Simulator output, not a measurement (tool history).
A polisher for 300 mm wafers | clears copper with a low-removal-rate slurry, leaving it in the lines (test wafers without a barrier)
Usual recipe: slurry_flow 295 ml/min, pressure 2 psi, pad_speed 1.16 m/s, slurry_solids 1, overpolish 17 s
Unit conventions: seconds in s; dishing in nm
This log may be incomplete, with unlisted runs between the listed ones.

run,hour,slurry_flow,pressure,pad_speed,slurry_solids,overpolish,"incoming thickness of the incoming film, nm",seconds,dishing
1,0,295,2,0.9,1,17,210.9,117.6,19
2,41.7,295,2,0.9,1,17,208.8,119.5,18.7
3,104.2,295,2,1.16,1,17,210.4,100,22.1
# hour 127.5: slurry nozzle cleaned
# hour 165.2: worn pad replaced by a new one
4,175.4,295,2,1.16,1,17,208.3,94.3,24.4
5,216.6,295,2,1.16,1,17,213.5,99.4,22.4
# hour 219.3: head pressure recalibrated
6,254.6,295,2,1.16,1,17,209.5,101.6,22
# hour 274.7: slurry blender recalibrated
7,297.1,295,2,1.16,1,17,209.4,97.3,23
8,354.9,295,2,0.92,1,17,207,114.1,19
9,387.2,295,2,0.92,1,17,207,117.6,19.4
10,413,295,2,0.92,1,17,213.1,118.3,19
# hour 421: worn pad replaced by a new one
11,476.7,295,2,1.16,0.8,17,212.1,103.5,21.9
12,517.6,295,2,1.16,0.8,17,207.7,102.5,21.5
13,550.2,295,2,1.16,0.8,17,210.4,109.1,21.2
14,581.5,295,1.6,1.36,1,12,211.1,113.3,14.4
# hour 590.6: slurry blender recalibrated
15,621.6,295,2,1.16,1,10,212.4,97,14.1
# hour 690.3: worn pad replaced by a new one
16,690.8,350,1.4,1.16,1,13,208.5,122.6,14.2
17,749,295,2,1.16,1,8,209.4,94.6,11.1
18,795.8,360,2,1.16,0.7,17,212,100.7,21
# hour 856.5: slurry nozzle cleaned
19,864.1,295,2,1.16,1,17,210.2,103.8,20.9
20,890.6,345,2,1.4,1.1,17,210.4,85,26.1
# hour 926.3: slurry blender recalibrated
21,928.9,295,2,0.78,1,27,207.3,127,26.9
# hour 931.8: head pressure recalibrated
# hour 973.3: worn pad replaced by a new one
22,974.5,295,1.8,1.16,1,17,208.9,96.3,23.1
23,1011.3,295,2,1.16,1,17,207.8,89.6,23.8
24,1076.3,295,2,1.16,1,17,206.8,96.2,22.4
25,1119,295,2,1.34,1.25,17,210.8,85.7,25.4

Run 26, settings as shown, results not yet in. Your forecast:
26,1180.9,295,2,1.16,1,17,211.3,?,?

{"run 26": {"seconds": 103.5, "dishing": 21.7}}
On a tool with no hidden condition, and with the same random variation, this run would have come out at seconds 85 s, dishing 26 nm.
